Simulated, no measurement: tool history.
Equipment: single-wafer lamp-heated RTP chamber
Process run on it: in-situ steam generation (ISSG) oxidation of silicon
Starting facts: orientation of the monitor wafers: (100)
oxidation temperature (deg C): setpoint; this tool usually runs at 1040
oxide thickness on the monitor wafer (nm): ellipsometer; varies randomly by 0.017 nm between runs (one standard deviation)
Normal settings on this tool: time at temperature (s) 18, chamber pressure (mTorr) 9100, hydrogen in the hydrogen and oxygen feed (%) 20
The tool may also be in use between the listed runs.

run   hour  oxidation temperature (deg C)  time at temperature (s)  chamber pressure (mTorr)  hydrogen in the hydrogen and oxygen feed (%)  read-back reference wafer on the same gauge, thickness  oxide thickness on the monitor wafer (nm)
  1    0.0                           1026                       18                      9100                                            20                                                   4.507                                      5.129
  2   33.2                           1026                       18                      9100                                            20                                                   4.516                                      5.169
  3   65.5                           1055                       18                      9100                                            20                                                   4.520                                      5.994
  4   79.6                           1040                       18                      9100                                            20                                                   4.520                                      5.505
  5   99.2                           1040                       18                      9100                                            20                                                   4.533                                      5.532
  6  126.6                           1040                       18                      9100                                            20                                                   4.528                                      5.532
  7  153.6                           1040                       18                      9100                                            22                                                   4.533                                      5.649
  8  168.7                           1024                       18                      9100                                            20                                                   4.538                                      5.113
     180.4  -- hydrogen flow controller replaced
  9  197.1                           1040                       18                      9100                                            20                                                   4.541                                      5.520
 10  214.3                           1040                       18                      9100                                            20                                                   4.545                                      5.533
     232.5  -- pyrometer window cleaned and pyrometer calibrated
 11  242.6                           1040                       18                      9100                                            20                                                   4.550                                      5.553
     256.0  -- gauge calibrated
 12  265.5                           1040                       18                      9100                                            20                                                   4.516                                      5.499
 13  279.6                           1040                       18                      9100                                            11                                                   4.524                                      4.839
 14  294.5                           1049                       18                      8200                                            20                                                   4.514                                      5.800
     309.5  -- pressure gauge zeroed
 15  316.9                           1028                       18                      8700                                            20                                                   4.520                                      5.219
 16  338.4                           1040                       11                      8000                                            15                                                   4.526                                      4.071
 17  362.8                           1054                       12                     10200                                            28                                                   4.535                                      5.142
 18  384.8                           1059                       13                      7600                                            25                                                   4.532                                      5.504
 19  411.4                           1055                       23                      9100                                            23                                                   4.537                                      6.989
 20  427.0                           1031                       12                      9100                                            20                                                   4.547                                      4.362
 21  446.5                           1040                       18                      9100                                            11                                                   4.547                                      4.871
 22  472.9                           1040                       22                      9100                                            20                                                   4.548                                      6.161
 23  504.7                           1025                       18                      9100                                            16                                                   4.556                                      4.908

Run-by-run hidden state of the tool:
true wafer temperature minus pyrometer reading, K: 0 on each run
true pressure minus gauge reading, Torr: 0 on each run
deviation of the hydrogen flow from its setpoint, %: 0 on each run
H1: gauge reads high (%)
run     H1
  1  0.146
  2  0.279
  3  0.408
  4  0.464
  5  0.543
  6  0.652
  7   0.76
  8  0.821
  9  0.934
 10      1
 11   1.12
 12  0.287
 13  0.343
 14  0.403
 15  0.492
 16  0.578
 17  0.676
 18  0.764
 19   0.87
 20  0.933
 21   1.01
 22   1.12
 23   1.24
